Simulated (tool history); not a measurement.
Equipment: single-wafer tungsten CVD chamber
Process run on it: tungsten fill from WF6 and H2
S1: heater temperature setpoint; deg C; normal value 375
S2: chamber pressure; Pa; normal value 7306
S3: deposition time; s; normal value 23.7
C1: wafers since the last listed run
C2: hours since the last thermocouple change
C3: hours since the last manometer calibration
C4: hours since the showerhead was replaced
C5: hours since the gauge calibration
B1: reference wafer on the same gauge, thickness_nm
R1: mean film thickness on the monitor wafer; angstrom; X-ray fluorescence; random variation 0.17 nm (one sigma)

run,day,S1,S2,S3,C1,C2,C3,C4,C5,B1,R1
1,0.000,375,7306,23.7,0,1855.1,661.3,2642.7,99.1,59.553,632.06
2,2.408,375,7306,23.7,939,1912.9,719.1,2700.5,156.9,59.587,634.35
3,3.642,375,7306,23.7,480,1942.5,748.7,2730.1,186.5,59.612,632.79
4,4.892,375,7306,21.7,487,1972.5,778.7,2760.1,216.5,59.614,583.24
5,6.008,375,7306,21.7,435,1999.3,805.5,2786.9,243.3,59.611,584.55
6,6.521,375,7306,23.7,199,2011.6,817.8,2799.2,255.6,59.580,634.32
7,7.275,375,7306,23.7,294,2029.7,835.9,2817.3,273.7,59.610,639.03
8,8.671,375,7306,23.7,544,2063.2,869.4,2850.8,307.2,59.544,640.62
9,9.683,375,8413,20.0,394,2087.5,893.7,2875.1,331.5,59.607,581.53
10,10.758,375,8413,20.0,419,2113.3,919.5,2900.9,357.3,59.628,580.58
11,14.854,375,7306,23.7,1596,2211.6,1017.8,2999.2,455.6,59.596,644.82
12,15.850,375,7306,23.7,388,2235.5,1041.7,3023.1,479.5,59.579,641.30
# day 16.433: capacitance manometer re-zeroed and calibrated
13,16.454,375,7306,23.7,105,2250.0,0.5,3037.6,494.0,59.609,646.53
# day 16.467: gauge calibrated
14,17.521,361,6466,22.3,415,2275.6,26.1,3063.2,25.3,59.590,407.34
15,18.742,375,7306,23.7,476,2304.9,55.4,3092.5,54.6,59.641,645.57
# day 20.175: showerhead replaced
# day 20.442: thermocouple changed; heater temperature recalibrated
16,20.462,362,5666,23.7,435,0.5,96.7,6.9,95.9,59.584,367.18
17,21.500,382,5773,23.7,404,25.4,121.6,31.8,120.8,59.628,600.83
18,25.142,363,6733,21.4,1419,112.8,209.0,119.2,208.2,59.591,377.34
19,25.658,367,7306,26.7,201,125.2,221.4,131.6,220.6,59.542,542.70

Forecast run 20:
20,26.875,375,5733,23.7,474,154.4,250.6,160.8,249.8,?,?

B1: 59.610
R1: 512.14 angstrom
Had the tool carried no hidden state, the very same run would have given R1 511.57 angstrom.

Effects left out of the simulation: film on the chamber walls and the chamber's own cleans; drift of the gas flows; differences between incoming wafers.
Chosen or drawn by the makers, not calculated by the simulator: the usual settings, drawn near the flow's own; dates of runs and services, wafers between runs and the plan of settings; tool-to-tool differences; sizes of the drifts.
